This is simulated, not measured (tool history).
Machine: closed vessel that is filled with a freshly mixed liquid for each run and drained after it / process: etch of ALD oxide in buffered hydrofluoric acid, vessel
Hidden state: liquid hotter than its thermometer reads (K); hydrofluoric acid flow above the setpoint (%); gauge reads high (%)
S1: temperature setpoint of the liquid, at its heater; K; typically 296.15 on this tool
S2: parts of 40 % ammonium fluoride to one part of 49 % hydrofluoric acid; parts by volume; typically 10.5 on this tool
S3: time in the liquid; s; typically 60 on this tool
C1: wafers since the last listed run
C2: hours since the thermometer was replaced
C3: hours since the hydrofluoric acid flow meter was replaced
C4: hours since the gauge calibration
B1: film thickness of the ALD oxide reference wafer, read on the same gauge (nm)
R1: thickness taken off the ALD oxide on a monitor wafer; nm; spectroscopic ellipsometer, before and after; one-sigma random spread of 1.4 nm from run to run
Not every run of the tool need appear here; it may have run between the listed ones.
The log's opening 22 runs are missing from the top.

-- hour=1081.4 gauge calibrated
run 23 hour=1086.1 | S1=298.15 S2=13 S3=80 | C1=4008 C2=211.3 C3=151.3 C4=4.7 | B1=129.53 | R1=175.79
run 24 hour=1134.6 | S1=292.15 S2=10.5 S3=50 | C1=3647 C2=259.8 C3=199.8 C4=53.2 | B1=129.32 | R1=97.09
run 25 hour=1159.6 | S1=293.65 S2=10.5 S3=60 | C1=1880 C2=284.8 C3=224.8 C4=78.2 | B1=129.18 | R1=124.19
run 26 hour=1190.5 | S1=293.15 S2=14.5 S3=90 | C1=2323 C2=315.7 C3=255.7 C4=109.1 | B1=129.01 | R1=132.41
run 27 hour=1247 | S1=296.15 S2=10.5 S3=60 | C1=4249 C2=372.2 C3=312.2 C4=165.6 | B1=128.74 | R1=146.45
run 28 hour=1306.1 | S1=299.15 S2=8.5 S3=30 | C1=4444 C2=431.3 C3=371.3 C4=224.7 | B1=128.45 | R1=104.09
run 29 hour=1348.8 | S1=299.65 S2=10.5 S3=60 | C1=3211 C2=474 C3=414 C4=267.4 | B1=128.21 | R1=173.55
run 30 hour=1418.6 | S1=296.15 S2=13 S3=60 | C1=5249 C2=543.8 C3=483.8 C4=337.2 | B1=127.84 | R1=117.08
run 31 hour=1445.7 | S1=296.15 S2=10.5 S3=60 | C1=2038 C2=570.9 C3=510.9 C4=364.3 | B1=127.73 | R1=147.31
run 32 hour=1481.2 | S1=296.15 S2=10.5 S3=60 | C1=2669 C2=606.4 C3=546.4 C4=399.8 | B1=127.55 | R1=142.63
run 33 hour=1536 | S1=296.15 S2=10.5 S3=60 | C1=4121 C2=661.2 C3=601.2 C4=454.6 | B1=127.29 | R1=145.32

Forecast each of these 4 alternatives for the next run:
run A hour=1536.7 | S1=296.15 S2=12 S3=60 | C1=52 C2=661.9 C3=601.9 C4=455.3 | B1=? | R1=?
run B hour=1536.7 | S1=298.65 S2=14 S3=80 | C1=52 C2=661.9 C3=601.9 C4=455.3 | B1=? | R1=?
run C hour=1536.7 | S1=291.15 S2=9 S3=60 | C1=52 C2=661.9 C3=601.9 C4=455.3 | B1=? | R1=?
run D hour=1536.7 | S1=301.15 S2=14.5 S3=40 | C1=52 C2=661.9 C3=601.9 C4=455.3 | B1=? | R1=?

run=A B1=127.3 R1=123.69
run=B B1=127.3 R1=162.51
run=C B1=127.3 R1=119.45
run=D B1=127.3 R1=89.77
The same runs, with their run-to-run variation unchanged, on a tool lacking any hidden condition would have given:
run=A R1=126.34
run=B R1=165.99
run=C R1=122.01
run=D R1=91.7

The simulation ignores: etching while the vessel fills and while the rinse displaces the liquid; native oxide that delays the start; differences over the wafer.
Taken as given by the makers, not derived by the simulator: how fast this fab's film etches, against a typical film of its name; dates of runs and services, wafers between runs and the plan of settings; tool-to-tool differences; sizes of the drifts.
